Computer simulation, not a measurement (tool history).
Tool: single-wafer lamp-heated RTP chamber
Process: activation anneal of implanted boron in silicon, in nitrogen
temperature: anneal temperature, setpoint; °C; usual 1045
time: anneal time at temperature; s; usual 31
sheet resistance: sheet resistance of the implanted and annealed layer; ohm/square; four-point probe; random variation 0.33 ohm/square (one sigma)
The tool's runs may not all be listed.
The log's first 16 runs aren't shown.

run,hour,temperature,time,"read-back reference wafer on the same gauge, sheet resistance",sheet resistance
17,1016.3,1062,23,115.05,111.3
18,1094.6,1045,18,114.97,114.56
19,1195.4,1024,44,114.98,113.14
20,1281.2,1045,31,114.98,110.91
# hour 1313.7: pyrometer window cleaned and pyrometer calibrated
21,1345.9,1068,38,114.98,109.69
# hour 1381.3: gauge calibrated
22,1400.8,1045,31,114.96,112.6
# hour 1430.6: reflector plate cleaned
23,1448.4,1026,37,114.93,115.81
24,1533.9,1060,19,115.01,112.31
25,1637.7,1045,31,115.01,112.1
# hour 1807.3: pyrometer window cleaned and pyrometer calibrated
26,1879.6,1059,31,115.01,111.34
27,1958.3,1064,26,115.04,110.83
# hour 1972.8: reflector plate cleaned
28,2017.1,1070,26,114.98,110.64
29,2057.5,1045,48,115,110.02
30,2147.5,1027,31,114.99,115.92
31,2224.5,1071,31,114.99,110.05
# hour 2303.5: pyrometer window cleaned and pyrometer calibrated
32,2308.6,1045,21,114.97,115.28
33,2414.7,1067,45,115.03,109.1
34,2469.8,1074,31,115.03,110.15
35,2563.1,1028,26,115.05,116.56

5 ways to go on from here, each from the tool as it stands after run 35. What would each give?
A,2563.5,1023,31,?,?
B,2563.5,1023,43,?,?
C,2563.5,1074,42,?,?
D,2563.5,1045,43,?,?
E,2563.5,1054,31,?,?

run,"read-back reference wafer on the same gauge, sheet resistance",sheet resistance
A,114.97,116.72
B,114.97,115.1
C,114.97,109.18
D,114.97,110.64
E,114.97,110.91
Without the tool's hidden state the same runs would have given:
run,sheet resistance
A,117.4
B,115.79
C,109.19
D,111.08
E,111.21
